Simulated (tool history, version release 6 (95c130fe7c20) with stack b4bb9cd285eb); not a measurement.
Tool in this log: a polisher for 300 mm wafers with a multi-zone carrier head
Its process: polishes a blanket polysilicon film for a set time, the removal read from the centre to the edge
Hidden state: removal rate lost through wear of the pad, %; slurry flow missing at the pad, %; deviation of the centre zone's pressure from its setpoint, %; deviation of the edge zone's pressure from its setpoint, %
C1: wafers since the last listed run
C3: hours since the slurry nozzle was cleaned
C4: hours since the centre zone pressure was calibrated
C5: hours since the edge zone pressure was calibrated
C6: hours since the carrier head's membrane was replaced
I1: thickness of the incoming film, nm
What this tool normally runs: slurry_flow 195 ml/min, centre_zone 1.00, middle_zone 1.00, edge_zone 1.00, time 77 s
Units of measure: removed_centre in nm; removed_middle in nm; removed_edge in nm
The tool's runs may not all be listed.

Run 1, hour 0.0: usual settings; C1 0; wafers polished on this pad 1210; C3 234.8; C4 190.1; C5 57.6; C6 803.2; I1 2212.9. Result: removed_centre 582.8 nm, removed_middle 578.9 nm, removed_edge 567.3 nm.
Run 2, hour 88.9: usual settings; C1 672; wafers polished on this pad 1882; C3 323.7; C4 279.0; C5 146.5; C6 892.1; I1 2244.7. Result: removed_centre 592.9 nm, removed_middle 589.2 nm, removed_edge 566.4 nm.
At hour 135.3: worn pad replaced by a new one.
Run 3, hour 159.8: usual settings; C1 505; wafers polished on this pad 184; C3 394.6; C4 349.9; C5 217.4; C6 963.0; I1 2259.7. Result: removed_centre 604.9 nm, removed_middle 585.6 nm, removed_edge 577.4 nm.
At hour 171.0: slurry nozzle cleaned.
Run 4, hour 216.0: usual settings; C1 417; wafers polished on this pad 602; C3 45.0; C4 406.1; C5 273.6; C6 1019.2; I1 2233.6. Result: removed_centre 588.6 nm, removed_middle 571.9 nm, removed_edge 565.8 nm.
Run 5, hour 314.0: usual settings but centre_zone 0.92; C1 741; wafers polished on this pad 1343; C3 143.0; C4 504.1; C5 371.6; C6 1117.2; I1 2268.1. Result: removed_centre 555.7 nm, removed_middle 597.0 nm, removed_edge 583.0 nm.
Run 6, hour 404.4: usual settings but centre_zone 1.08; C1 683; wafers polished on this pad 2027; C3 233.4; C4 594.5; C5 462.0; C6 1207.6; I1 2269.3. Result: removed_centre 659.9 nm, removed_middle 588.0 nm, removed_edge 577.3 nm.
Run 7, hour 497.1: usual settings but centre_zone 1.08; C1 701; wafers polished on this pad 2728; C3 326.1; C4 687.2; C5 554.7; C6 1300.3; I1 2205.6. Result: removed_centre 666.2 nm, removed_middle 576.9 nm, removed_edge 565.3 nm.
At hour 519.6: worn pad replaced by a new one.
Run 8, hour 566.6: usual settings but edge_zone 0.93; C1 495; wafers polished on this pad 355; C3 395.6; C4 756.7; C5 624.2; C6 1369.8; I1 2282.4. Result: removed_centre 615.7 nm, removed_middle 578.6 nm, removed_edge 555.7 nm.
At hour 582.7: slurry nozzle cleaned.
At hour 585.4: carrier head's membrane replaced by a new one.
Run 9, hour 612.5: usual settings but middle_zone 1.06, time 69 s; C1 318; wafers polished on this pad 673; C3 29.8; C4 802.6; C5 670.1; C6 27.1; I1 2268.8. Result: removed_centre 547.8 nm, removed_middle 555.3 nm, removed_edge 512.2 nm.
At hour 777.9: edge zone pressure recalibrated.
Run 10, hour 778.4: usual settings but middle_zone 1.06, time 69 s; C1 1239; wafers polished on this pad 1913; C3 195.7; C4 968.5; C5 0.5; C6 193.0; I1 2272.2. Result: removed_centre 565.9 nm, removed_middle 546.1 nm, removed_edge 491.4 nm.
Run 11, hour 850.6: usual settings but middle_zone 1.06, time 69 s; C1 545; wafers polished on this pad 2459; C3 267.9; C4 1040.7; C5 72.7; C6 265.2; I1 2236.5. Result: removed_centre 559.3 nm, removed_middle 543.9 nm, removed_edge 506.3 nm.
At hour 889.8: worn pad replaced by a new one.
Run 12, hour 914.9: usual settings; C1 456; wafers polished on this pad 189; C3 332.2; C4 1105.0; C5 137.0; C6 329.5; I1 2225.3. Result: removed_centre 632.4 nm, removed_middle 590.2 nm, removed_edge 572.3 nm.
At hour 939.0: slurry nozzle cleaned.
Run 13, hour 979.2: usual settings but slurry_flow 160 ml/min, edge_zone 1.11, time 99 s; C1 478; wafers polished on this pad 668; C3 40.2; C4 1169.3; C5 201.3; C6 393.8; I1 2195.8. Result: removed_centre 756.0 nm, removed_middle 727.1 nm, removed_edge 742.5 nm.
At hour 1051.9: centre zone pressure recalibrated.
Run 14, hour 1084.8: usual settings but middle_zone 1.08, edge_zone 1.10, time 103 s; C1 783; wafers polished on this pad 1451; C3 145.8; C4 32.9; C5 306.9; C6 499.4; I1 2220.8. Result: removed_centre 883.7 nm, removed_middle 848.0 nm, removed_edge 796.6 nm.
Run 15, hour 1134.2: usual settings but centre_zone 1.09, middle_zone 1.10; C1 373; wafers polished on this pad 1825; C3 195.2; C4 82.3; C5 356.3; C6 548.8; I1 2264.8. Result: removed_centre 741.7 nm, removed_middle 631.4 nm, removed_edge 560.9 nm.
At hour 1192.0: worn pad replaced by a new one.
Run 16, hour 1192.5: usual settings but slurry_flow 140 ml/min, time 57 s; C1 410; wafers polished on this pad 3; C3 253.5; C4 140.6; C5 414.6; C6 607.1; I1 2253.1. Result: removed_centre 459.2 nm, removed_middle 408.2 nm, removed_edge 399.2 nm.
Run 17, hour 1288.9: usual settings but edge_zone 0.93; C1 729; wafers polished on this pad 732; C3 349.9; C4 237.0; C5 511.0; C6 703.5; I1 2261.6. Result: removed_centre 668.4 nm, removed_middle 596.7 nm, removed_edge 543.3 nm.
At hour 1331.1: slurry nozzle cleaned.
At hour 1370.0: centre zone pressure recalibrated, repeated, since the last time left the tool worse.
Run 18, hour 1388.3: usual settings but centre_zone 1.10, time 62 s; C1 729; wafers polished on this pad 1461; C3 57.2; C4 18.3; C5 610.4; C6 802.9; I1 2255.8. Result: removed_centre 526.2 nm, removed_middle 475.5 nm, removed_edge 453.9 nm.
Run 19, hour 1460.8: usual settings; C1 548; wafers polished on this pad 2009; C3 129.7; C4 90.8; C5 682.9; C6 875.4; I1 2246.1. Result: removed_centre 593.0 nm, removed_middle 582.1 nm, removed_edge 547.5 nm.
At hour 1480.7: worn pad replaced by a new one.
Run 20, hour 1520.8: usual settings but slurry_flow 155 ml/min, time 88 s; C1 423; wafers polished on this pad 303; C3 189.7; C4 150.8; C5 742.9; C6 935.4; I1 2261.4. Result: removed_centre 651.8 nm, removed_middle 634.8 nm, removed_edge 624.4 nm.
Run 21, hour 1582.6: usual settings but centre_zone 0.94; C1 467; wafers polished on this pad 770; C3 251.5; C4 212.6; C5 804.7; C6 997.2; I1 2236.9. Result: removed_centre 558.7 nm, removed_middle 595.0 nm, removed_edge 551.7 nm.
At hour 1641.0: edge zone pressure recalibrated.
Run 22, hour 1677.2: usual settings but slurry_flow 135 ml/min, edge_zone 0.96; C1 700; wafers polished on this pad 1470; C3 346.1; C4 307.2; C5 36.2; C6 1091.8; I1 2244.2. Result: removed_centre 547.4 nm, removed_middle 549.6 nm, removed_edge 532.6 nm.

Below, some changes in removed_centre between adjacent runs. For each, the amount present without the hidden state too (settings, incoming material, random variation) and the amount remaining for the hidden state with gauge scatter not shared by both compared results:
Run 13 -> 14: slurry_flow 160 -> 195, middle_zone 1.00 -> 1.08, edge_zone 1.11 -> 1.10, time 99 -> 103, centre zone pressure recalibrated. removed_centre +127.7 nm: hidden state +51.7, all else +76.0.
Run 15 -> 16: slurry_flow 195 -> 140, centre_zone 1.09 -> 1.00, middle_zone 1.10 -> 1.00, time 77 -> 57, worn pad replaced by a new one. removed_centre -282.5 nm: hidden state -33.1, all else -249.4.
Run 16 -> 17: slurry_flow 140 -> 195, edge_zone 1.00 -> 0.93, time 57 -> 77. removed_centre +209.2 nm: hidden state +29.9, all else +179.3.
Run 17 -> 18: centre_zone 1.00 -> 1.10, edge_zone 0.93 -> 1.00, time 77 -> 62, slurry nozzle cleaned, centre zone pressure recalibrated, repeated, since the last time left the tool worse. removed_centre -142.2 nm: hidden state -79.3, all else -62.9.

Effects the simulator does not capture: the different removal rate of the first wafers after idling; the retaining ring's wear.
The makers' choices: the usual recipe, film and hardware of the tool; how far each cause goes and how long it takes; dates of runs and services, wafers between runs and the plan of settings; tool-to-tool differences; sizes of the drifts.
